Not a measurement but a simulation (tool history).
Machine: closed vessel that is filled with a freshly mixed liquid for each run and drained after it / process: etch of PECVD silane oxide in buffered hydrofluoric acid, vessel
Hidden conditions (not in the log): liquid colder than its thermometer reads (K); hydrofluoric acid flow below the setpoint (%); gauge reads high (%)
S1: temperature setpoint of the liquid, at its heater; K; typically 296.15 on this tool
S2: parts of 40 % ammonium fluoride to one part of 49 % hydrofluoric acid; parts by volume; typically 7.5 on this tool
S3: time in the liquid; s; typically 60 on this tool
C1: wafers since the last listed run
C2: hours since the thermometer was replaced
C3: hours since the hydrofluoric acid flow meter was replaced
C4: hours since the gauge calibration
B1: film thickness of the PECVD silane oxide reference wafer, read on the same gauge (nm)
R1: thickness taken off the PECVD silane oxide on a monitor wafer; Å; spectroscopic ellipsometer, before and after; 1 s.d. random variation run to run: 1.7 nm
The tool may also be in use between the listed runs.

{"run": 1, "hour": 0.0, "S1": 298.65, "S2": 7.5, "S3": 60, "C1": 0, "C2": 729.7, "C3": 1888.3, "C4": 4057.1, "B1": 100.01, "R1": 1864.6}
{"run": 2, "hour": 83.9, "S1": 296.15, "S2": 7.5, "S3": 60, "C1": 7281, "C2": 813.6, "C3": 1972.2, "C4": 4141.0, "B1": 99.96, "R1": 1627.1}
{"run": 3, "hour": 176.3, "S1": 296.15, "S2": 7.5, "S3": 60, "C1": 8019, "C2": 906.0, "C3": 2064.6, "C4": 4233.4, "B1": 99.98, "R1": 1577.3}
{"hour": 183.8, "done": "hydrofluoric acid flow meter replaced"}
{"hour": 226.5, "done": "gauge calibrated"}
{"run": 4, "hour": 233.5, "S1": 296.15, "S2": 9.0, "S3": 60, "C1": 4877, "C2": 963.2, "C3": 49.7, "C4": 7.0, "B1": 99.99, "R1": 1458.5}
{"run": 5, "hour": 311.0, "S1": 296.15, "S2": 9.0, "S3": 60, "C1": 6726, "C2": 1040.7, "C3": 127.2, "C4": 84.5, "B1": 99.97, "R1": 1420.2}
{"run": 6, "hour": 394.8, "S1": 296.15, "S2": 9.0, "S3": 60, "C1": 7272, "C2": 1124.5, "C3": 211.0, "C4": 168.3, "B1": 100.05, "R1": 1423.2}
{"run": 7, "hour": 703.0, "S1": 296.15, "S2": 7.5, "S3": 60, "C1": 26748, "C2": 1432.7, "C3": 519.2, "C4": 476.5, "B1": 100.01, "R1": 1667.3}
{"run": 8, "hour": 763.7, "S1": 296.15, "S2": 7.5, "S3": 60, "C1": 5268, "C2": 1493.4, "C3": 579.9, "C4": 537.2, "B1": 100.0, "R1": 1650.3}
{"run": 9, "hour": 826.0, "S1": 294.65, "S2": 10.5, "S3": 85, "C1": 5406, "C2": 1555.7, "C3": 642.2, "C4": 599.5, "B1": 99.95, "R1": 1582.2}
{"run": 10, "hour": 880.0, "S1": 296.15, "S2": 9.0, "S3": 60, "C1": 4686, "C2": 1609.7, "C3": 696.2, "C4": 653.5, "B1": 100.0, "R1": 1361.0}
{"run": 11, "hour": 916.6, "S1": 300.65, "S2": 7.5, "S3": 40, "C1": 3176, "C2": 1646.3, "C3": 732.8, "C4": 690.1, "B1": 100.05, "R1": 1387.8}
{"hour": 928.2, "done": "thermometer replaced"}
{"run": 12, "hour": 986.7, "S1": 293.15, "S2": 7.5, "S3": 60, "C1": 5997, "C2": 58.5, "C3": 802.9, "C4": 760.2, "B1": 99.98, "R1": 1539.6}
{"run": 13, "hour": 1033.6, "S1": 293.65, "S2": 9.0, "S3": 40, "C1": 4070, "C2": 105.4, "C3": 849.8, "C4": 807.1, "B1": 99.99, "R1": 864.2}
{"run": 14, "hour": 1090.0, "S1": 291.65, "S2": 9.5, "S3": 45, "C1": 4894, "C2": 161.8, "C3": 906.2, "C4": 863.5, "B1": 99.96, "R1": 846.3}
{"run": 15, "hour": 1202.2, "S1": 292.65, "S2": 8.5, "S3": 75, "C1": 9737, "C2": 274.0, "C3": 1018.4, "C4": 975.7, "B1": 99.99, "R1": 1542.0}
{"run": 16, "hour": 1242.4, "S1": 296.15, "S2": 7.5, "S3": 60, "C1": 3488, "C2": 314.2, "C3": 1058.6, "C4": 1015.9, "B1": 100.0, "R1": 1733.4}
{"run": 17, "hour": 1320.1, "S1": 296.15, "S2": 5.0, "S3": 60, "C1": 6743, "C2": 391.9, "C3": 1136.3, "C4": 1093.6, "B1": 100.01, "R1": 2519.8}
{"run": 18, "hour": 1421.4, "S1": 300.65, "S2": 9.0, "S3": 60, "C1": 8791, "C2": 493.2, "C3": 1237.6, "C4": 1194.9, "B1": 100.03, "R1": 1816.1}
{"run": 19, "hour": 1466.2, "S1": 296.15, "S2": 9.5, "S3": 60, "C1": 3888, "C2": 538.0, "C3": 1282.4, "C4": 1239.7, "B1": 99.94, "R1": 1392.8}
{"run": 20, "hour": 1504.4, "S1": 298.15, "S2": 6.0, "S3": 60, "C1": 3315, "C2": 576.2, "C3": 1320.6, "C4": 1277.9, "B1": 100.0, "R1": 2367.7}
{"run": 21, "hour": 1598.2, "S1": 296.15, "S2": 6.0, "S3": 30, "C1": 8140, "C2": 670.0, "C3": 1414.4, "C4": 1371.7, "B1": 99.99, "R1": 1038.6}
{"run": 22, "hour": 1634.4, "S1": 294.65, "S2": 10.5, "S3": 85, "C1": 3141, "C2": 706.2, "C3": 1450.6, "C4": 1407.9, "B1": 100.02, "R1": 1602.7}
{"run": 23, "hour": 1734.2, "S1": 293.65, "S2": 5.0, "S3": 75, "C1": 8661, "C2": 806.0, "C3": 1550.4, "C4": 1507.7, "B1": 99.96, "R1": 2660.0}
{"run": 24, "hour": 1807.6, "S1": 300.65, "S2": 7.5, "S3": 60, "C1": 6370, "C2": 879.4, "C3": 1623.8, "C4": 1581.1, "B1": 99.97, "R1": 2123.1}
{"run": 25, "hour": 1918.6, "S1": 300.15, "S2": 5.0, "S3": 40, "C1": 9633, "C2": 990.4, "C3": 1734.8, "C4": 1692.1, "B1": 100.02, "R1": 1981.7}
{"run": 26, "hour": 1996.6, "S1": 296.15, "S2": 7.5, "S3": 90, "C1": 6769, "C2": 1068.4, "C3": 1812.8, "C4": 1770.1, "B1": 99.99, "R1": 2391.7}
{"run": 27, "hour": 2071.2, "S1": 296.15, "S2": 6.0, "S3": 60, "C1": 6474, "C2": 1143.0, "C3": 1887.4, "C4": 1844.7, "B1": 100.0, "R1": 2006.4}
{"run": 28, "hour": 2161.9, "S1": 296.15, "S2": 7.5, "S3": 60, "C1": 7871, "C2": 1233.7, "C3": 1978.1, "C4": 1935.4, "B1": 99.99, "R1": 1588.1}
{"run": 29, "hour": 2242.3, "S1": 296.15, "S2": 7.5, "S3": 85, "C1": 6977, "C2": 1314.1, "C3": 2058.5, "C4": 2015.8, "B1": 100.02, "R1": 2229.5}
{"run": 30, "hour": 2304.4, "S1": 297.65, "S2": 6.0, "S3": 60, "C1": 5389, "C2": 1376.2, "C3": 2120.6, "C4": 2077.9, "B1": 100.02, "R1": 2098.7}
{"run": 31, "hour": 2514.1, "S1": 294.15, "S2": 7.5, "S3": 40, "C1": 18199, "C2": 1585.9, "C3": 2330.3, "C4": 2287.6, "B1": 99.97, "R1": 897.6}
{"hour": 2553.2, "done": "hydrofluoric acid flow meter replaced"}
{"hour": 2569.3, "done": "thermometer replaced"}
{"run": 32, "hour": 2575.0, "S1": 296.15, "S2": 7.5, "S3": 60, "C1": 5111, "C2": 5.7, "C3": 21.8, "C4": 2348.5, "B1": 100.01, "R1": 1841.3}

The same runs without the tool's hidden state, with the same run-to-run variation:
run=1 R1=2149.8
run=2 R1=1894.6
run=3 R1=1855.4
run=4 R1=1564.5
run=5 R1=1533.4
run=6 R1=1547.7
run=7 R1=1886.4
run=8 R1=1879.7
run=9 R1=1808.6
run=10 R1=1542.6
run=11 R1=1601.4
run=12 R1=1624.6
run=13 R1=898.1
run=14 R1=884.1
run=15 R1=1665.6
run=16 R1=1878.7
run=17 R1=2716.4
run=18 R1=1949.0
run=19 R1=1508.7
run=20 R1=2600.7
run=21 R1=1151.3
run=22 R1=1797.9
run=23 R1=2987.0
run=24 R1=2440.4
run=25 R1=2258.6
run=26 R1=2810.4
run=27 R1=2330.3
run=28 R1=1899.3
run=29 R1=2690.5
run=30 R1=2491.1
run=31 R1=1117.4
run=32 R1=1902.0
